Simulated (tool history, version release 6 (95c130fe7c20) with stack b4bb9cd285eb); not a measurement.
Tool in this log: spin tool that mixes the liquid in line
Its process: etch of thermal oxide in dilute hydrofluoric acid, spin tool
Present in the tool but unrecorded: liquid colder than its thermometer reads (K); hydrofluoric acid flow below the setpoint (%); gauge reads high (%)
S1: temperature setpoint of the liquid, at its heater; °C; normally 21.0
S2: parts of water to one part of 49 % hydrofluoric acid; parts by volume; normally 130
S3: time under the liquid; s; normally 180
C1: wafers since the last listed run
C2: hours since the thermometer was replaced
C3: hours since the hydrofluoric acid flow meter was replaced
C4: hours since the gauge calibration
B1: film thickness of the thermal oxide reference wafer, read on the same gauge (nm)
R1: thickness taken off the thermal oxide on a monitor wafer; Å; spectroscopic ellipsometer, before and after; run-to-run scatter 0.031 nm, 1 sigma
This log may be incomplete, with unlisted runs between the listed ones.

run   hour    S1   S2   S3   C1      C2      C3     C4     B1    R1
  1    0.0  21.0  130  180    0  1249.4  1022.6  216.6  50.00  52.3
  2   12.4  21.0  130  180  118  1261.8  1035.0  229.0  49.97  52.7
  3   20.4  21.0  130  145   76  1269.8  1043.0  237.0  49.98  42.5
  4   37.7  21.0  130  180  165  1287.1  1060.3  254.3  49.96  52.4
  5   43.9  21.0  130  180   59  1293.3  1066.5  260.5  49.97  52.0
  6   58.8  23.0  130  180  142  1308.2  1081.4  275.4  50.04  56.8
  7   72.5  21.0  130  180  130  1321.9  1095.1  289.1  50.01  52.4
      84.2  -- thermometer replaced
  8   87.3  19.0  155  180  131     3.1  1109.9  303.9  50.03  39.4
  9   94.0  19.0  155  180   64     9.8  1116.6  310.6  50.02  39.5
 10  107.7  21.0  130  180  130    23.5  1130.3  324.3  50.01  52.6
 11  114.1  21.0  130  180   61    29.9  1136.7  330.7  50.03  52.1
 12  123.8  21.0  130  180   92    39.6  1146.4  340.4  49.99  51.9
 13  138.0  21.0  130  250  135    53.8  1160.6  354.6  50.02  72.5
 14  145.7  21.0  130  215   73    61.5  1168.3  362.3  50.04  61.8
 15  161.7  23.0  185  215  152    77.5  1184.3  378.3  50.00  44.4
     163.0  -- gauge calibrated
 16  177.0  21.0  180   75  146    92.8  1199.6   14.0  49.99  14.6
 17  187.9  21.0  180  140  104   103.7  1210.5   24.9  50.03  27.6
 18  197.3  22.5  165  220   89   113.1  1219.9   34.3  49.98  50.6
 19  208.8  17.0  130  100  109   124.6  1231.4   45.8  49.98  24.4
 20  216.6  18.5  130  180   74   132.4  1239.2   53.6  50.02  46.7
 21  229.6  22.5  190  280  124   145.4  1252.2   66.6  49.95  54.4
 22  241.8  22.5  190  280  116   157.6  1264.4   78.8  50.06  54.2
     243.9  -- hydrofluoric acid flow meter replaced
 23  254.7  21.0  130  180  113   170.5    10.8   91.7  49.98  56.5
 24  267.1  21.0  130  270  118   182.9    23.2  104.1  49.97  84.9
 25  282.6  21.0  130  180  148   198.4    38.7  119.6  49.99  56.7
 26  294.3  21.0  130  180  111   210.1    50.4  131.3  50.02  55.8
 27  301.3  19.5  170  140   66   217.1    57.4  138.3  50.00  29.9
 28  309.4  23.0  130  285   77   225.2    65.5  146.4  49.94  96.8
 29  325.9  17.0  185  180  157   241.7    82.0  162.9  50.02  31.6
 30  340.7  21.0  130  180  141   256.5    96.8  177.7  49.99  56.3
 31  352.2  21.0   85   95  109   268.0   108.3  189.2  50.03  47.7
 32  359.2  23.0  130  250   66   275.0   115.3  196.2  50.03  83.7
 33  372.6  17.0   65  100  128   288.4   128.7  209.6  50.01  56.8

Each row is a separate what-if for the run after 33, all from the same tool condition, not one after another. Results?
  A  373.1  22.5  130  180   4  288.9  129.2  210.1   ?   ?
  B  373.1  17.5  175   85   4  288.9  129.2  210.1   ?   ?
  C  373.1  24.0  100  275   4  288.9  129.2  210.1   ?   ?
  D  373.1  19.0  130  180   4  288.9  129.2  210.1   ?   ?
  E  373.1  21.0  130  115   4  288.9  129.2  210.1   ?   ?

run     B1     R1
  A  49.95   59.8
  B  49.95   16.4
  C  49.95  130.6
  D  49.95   52.0
  E  49.95   36.0
With the hidden condition removed and each run's random variation left untouched, the same runs would have given:
run     R1
  A   61.7
  B   16.9
  C  134.8
  D   53.7
  E   37.2
